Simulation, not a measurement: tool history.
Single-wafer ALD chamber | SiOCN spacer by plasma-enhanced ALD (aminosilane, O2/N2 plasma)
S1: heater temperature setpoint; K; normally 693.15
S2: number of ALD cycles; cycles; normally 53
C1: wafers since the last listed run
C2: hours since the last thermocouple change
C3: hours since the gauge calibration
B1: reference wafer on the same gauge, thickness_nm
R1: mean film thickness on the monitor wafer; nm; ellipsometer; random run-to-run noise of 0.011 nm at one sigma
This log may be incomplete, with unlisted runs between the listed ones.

run 1 hour=0 | S1=693.15 S2=56 | C1=0 C2=1477.7 C3=56.1 | B1=2.378 | R1=3.072
run 2 hour=52.8 | S1=693.15 S2=53 | C1=157 C2=1530.5 C3=108.9 | B1=2.374 | R1=2.919
run 3 hour=62 | S1=693.15 S2=53 | C1=27 C2=1539.7 C3=118.1 | B1=2.379 | R1=2.911
run 4 hour=74.6 | S1=693.15 S2=53 | C1=37 C2=1552.3 C3=130.7 | B1=2.375 | R1=2.91
run 5 hour=83.9 | S1=693.15 S2=61 | C1=27 C2=1561.6 C3=140 | B1=2.38 | R1=3.365
run 6 hour=96.2 | S1=693.15 S2=61 | C1=36 C2=1573.9 C3=152.3 | B1=2.384 | R1=3.356
run 7 hour=113.3 | S1=693.15 S2=51 | C1=50 C2=1591 C3=169.4 | B1=2.382 | R1=2.81
run 8 hour=122.7 | S1=693.15 S2=51 | C1=27 C2=1600.4 C3=178.8 | B1=2.38 | R1=2.798
run 9 hour=128.8 | S1=693.15 S2=45 | C1=18 C2=1606.5 C3=184.9 | B1=2.379 | R1=2.485
run 10 hour=143.5 | S1=693.15 S2=45 | C1=43 C2=1621.2 C3=199.6 | B1=2.382 | R1=2.466
run 11 hour=152.2 | S1=693.15 S2=53 | C1=25 C2=1629.9 C3=208.3 | B1=2.379 | R1=2.931
run 12 hour=159.9 | S1=693.15 S2=53 | C1=22 C2=1637.6 C3=216 | B1=2.381 | R1=2.9
run 13 hour=171.5 | S1=693.15 S2=48 | C1=34 C2=1649.2 C3=227.6 | B1=2.384 | R1=2.64
run 14 hour=179.2 | S1=693.15 S2=53 | C1=22 C2=1656.9 C3=235.3 | B1=2.383 | R1=2.904
run 15 hour=232.8 | S1=693.15 S2=53 | C1=159 C2=1710.5 C3=288.9 | B1=2.378 | R1=2.911
run 16 hour=242.4 | S1=693.15 S2=53 | C1=28 C2=1720.1 C3=298.5 | B1=2.378 | R1=2.912
run 17 hour=258 | S1=693.15 S2=53 | C1=46 C2=1735.7 C3=314.1 | B1=2.381 | R1=2.901
run 18 hour=275.3 | S1=693.15 S2=53 | C1=51 C2=1753 C3=331.4 | B1=2.375 | R1=2.919
run 19 hour=284.8 | S1=693.15 S2=53 | C1=28 C2=1762.5 C3=340.9 | B1=2.384 | R1=2.908
run 20 hour=302.1 | S1=693.15 S2=49 | C1=51 C2=1779.8 C3=358.2 | B1=2.378 | R1=2.682
run 21 hour=311.6 | S1=693.15 S2=53 | C1=28 C2=1789.3 C3=367.7 | B1=2.38 | R1=2.903
-- hour=321.5 thermocouple changed; heater temperature recalibrated
run 22 hour=322.9 | S1=679.15 S2=49 | C1=9 C2=1.4 C3=379 | B1=2.378 | R1=2.841
run 23 hour=332.2 | S1=693.15 S2=60 | C1=27 C2=10.7 C3=388.3 | B1=2.382 | R1=3.282
-- hour=332.6 gauge calibrated
run 24 hour=344.6 | S1=693.15 S2=53 | C1=36 C2=23.1 C3=12 | B1=2.379 | R1=2.911
run 25 hour=359.8 | S1=693.15 S2=49 | C1=45 C2=38.3 C3=27.2 | B1=2.381 | R1=2.699
run 26 hour=372.7 | S1=693.15 S2=53 | C1=38 C2=51.2 C3=40.1 | B1=2.381 | R1=2.919
run 27 hour=388.5 | S1=699.15 S2=58 | C1=47 C2=67 C3=55.9 | B1=2.378 | R1=3.102
run 28 hour=396.8 | S1=707.15 S2=44 | C1=24 C2=75.3 C3=64.2 | B1=2.38 | R1=2.303
run 29 hour=406.3 | S1=688.15 S2=49 | C1=28 C2=84.8 C3=73.7 | B1=2.382 | R1=2.732
run 30 hour=414.3 | S1=680.15 S2=61 | C1=23 C2=92.8 C3=81.7 | B1=2.377 | R1=3.5
run 31 hour=429.1 | S1=693.15 S2=46 | C1=44 C2=107.6 C3=96.5 | B1=2.38 | R1=2.54
run 32 hour=436.3 | S1=693.15 S2=53 | C1=21 C2=114.8 C3=103.7 | B1=2.38 | R1=2.912
run 33 hour=446.9 | S1=707.15 S2=44 | C1=31 C2=125.4 C3=114.3 | B1=2.375 | R1=2.297
run 34 hour=488.4 | S1=703.15 S2=45 | C1=123 C2=166.9 C3=155.8 | B1=2.379 | R1=2.383
run 35 hour=501.8 | S1=683.15 S2=63 | C1=39 C2=180.3 C3=169.2 | B1=2.381 | R1=3.57
run 36 hour=508.1 | S1=685.15 S2=53 | C1=18 C2=186.6 C3=175.5 | B1=2.375 | R1=2.989
run 37 hour=516.8 | S1=708.15 S2=53 | C1=25 C2=195.3 C3=184.2 | B1=2.376 | R1=2.766
run 38 hour=526.3 | S1=697.15 S2=63 | C1=28 C2=204.8 C3=193.7 | B1=2.378 | R1=3.429
run 39 hour=536.1 | S1=708.15 S2=53 | C1=29 C2=214.6 C3=203.5 | B1=2.381 | R1=2.761
run 40 hour=552.9 | S1=702.15 S2=56 | C1=50 C2=231.4 C3=220.3 | B1=2.383 | R1=2.98

The tool's hidden state at each run:
wafer temperature above the value expected at the setpoint (K): 0, the same for each run
gauge reads high (%): 0, the same for each run

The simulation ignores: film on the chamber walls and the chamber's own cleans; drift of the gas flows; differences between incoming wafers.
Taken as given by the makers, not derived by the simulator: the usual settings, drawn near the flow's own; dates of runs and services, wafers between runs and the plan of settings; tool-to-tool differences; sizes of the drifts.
